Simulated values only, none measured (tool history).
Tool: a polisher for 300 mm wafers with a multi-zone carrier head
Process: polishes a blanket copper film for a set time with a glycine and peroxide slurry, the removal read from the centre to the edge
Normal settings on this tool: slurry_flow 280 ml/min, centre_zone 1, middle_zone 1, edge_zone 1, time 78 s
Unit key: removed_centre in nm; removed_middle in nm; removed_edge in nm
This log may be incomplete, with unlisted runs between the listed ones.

run,hour,slurry_flow,centre_zone,middle_zone,edge_zone,time,"incoming thickness of the incoming film, nm",removed_centre,removed_middle,removed_edge
1,0,280,0.95,0.96,1,78,1746,387.6,398.7,390.7
2,40.1,280,0.95,0.96,1,78,1759.4,379,398.4,392.8
3,107.6,280,0.95,0.96,1,78,1735,374.3,393.7,389.5
4,158.8,310,1,1,1,78,1759,397.9,403.1,400.9
5,183.4,310,1,1,1,78,1763.8,395.2,405.7,396.8
# hour 197.4: carrier head's membrane replaced by a new one, of another model than before
# hour 208.4: edge zone pressure recalibrated
6,213.4,310,1,1,1,78,1734.6,391.5,403.9,389.3
7,258.2,280,1.08,1.04,0.93,88,1739.8,486.4,477.9,423.8
8,311.7,280,1,1,1,78,1720.1,371.7,401.8,386.7
# hour 344.5: worn pad replaced by a new one
9,356.1,335,0.96,0.94,0.93,78,1768,349.3,394,382
10,394.8,280,1,1,1.08,87,1765.5,402.9,453,452.5
11,457.1,280,1,1,1.04,92,1740.6,423.6,476.9,492.6
12,510.6,280,1,1,1,78,1739,354.5,404.6,392.8
# hour 513.9: centre zone pressure recalibrated
# hour 521.7: slurry nozzle cleaned
13,541.6,280,0.92,1,1,78,1742.8,345.3,404,399
14,577.9,340,1,1,0.9,78,1698.3,410.7,410.4,382.9
15,632.8,280,1,1.11,1,78,1743.9,396.1,442.5,396.6
# hour 667.1: worn pad replaced by a new one
16,683.8,280,1,1,1,78,1741.9,394.9,406.2,396.6
17,745.6,280,0.9,0.92,1.09,99,1750.1,416.6,482.1,531.3
18,796.5,230,1,1,1,78,1743.1,382.3,392.9,389.6
19,827.4,280,0.97,0.96,1,78,1711.4,369.6,393.3,386
20,888.2,250,1.1,1,1,104,1760.6,589.7,538.1,519.5
21,913.6,280,0.91,1,1,68,1725.5,280.7,353,336.1
22,985.4,280,0.95,1.1,0.94,67,1738.3,293.8,379.6,331.3

Each row is a separate what-if for the run after 22, all from the same tool condition, not one after another. Results?
A,985.8,335,1,1,1,78,1773.1,?,?,?
B,985.8,280,1.07,1,1,78,1773.1,?,?,?
C,985.8,230,1,0.9,1.08,87,1773.1,?,?,?
D,985.8,355,1,1,1,78,1773.1,?,?,?

run,removed_centre,removed_middle,removed_edge
A,380,410,397.5
B,418.2,402.2,391.9
C,403.4,395.1,452.3
D,382.2,412.2,399.1
With no hidden state in the tool, these same runs would have given:
run,removed_centre,removed_middle,removed_edge
A,405.1,409.9,397.5
B,445.6,402.1,391.9
C,430,395,452.3
D,407.5,412.1,399.1
